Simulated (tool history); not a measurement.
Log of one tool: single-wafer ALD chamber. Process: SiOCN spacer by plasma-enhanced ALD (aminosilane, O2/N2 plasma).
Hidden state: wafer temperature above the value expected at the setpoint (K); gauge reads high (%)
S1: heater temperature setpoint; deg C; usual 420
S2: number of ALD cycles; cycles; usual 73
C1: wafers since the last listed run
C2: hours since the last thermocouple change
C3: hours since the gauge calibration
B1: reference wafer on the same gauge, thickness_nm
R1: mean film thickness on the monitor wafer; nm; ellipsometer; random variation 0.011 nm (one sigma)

run	hour	S1	S2	C1	C2	C3	B1	R1
1	0.0	416	73	0	818.4	138.9	4.896	4.539
2	10.6	413	73	48	829.0	149.5	4.899	4.610
3	20.0	411	73	43	838.4	158.9	4.902	4.610
4	37.1	411	73	78	855.5	176.0	4.895	4.614
5	52.1	411	73	68	870.5	191.0	4.894	4.596
6	69.1	420	73	77	887.5	208.0	4.894	4.492
7	76.1	420	83	32	894.5	215.0	4.893	5.091
8	83.1	420	83	32	901.5	222.0	4.893	5.103
9	93.9	420	83	49	912.3	232.8	4.892	5.122
10	109.4	420	73	71	927.8	248.3	4.886	4.495

Run 11 comes next. What will it give?
11	117.7	406	73	38	936.1	256.6	?	?

Run 11 gave B1 4.891, R1 4.694 nm.
Without the tool's hidden state the same run would have given R1 4.743 nm.
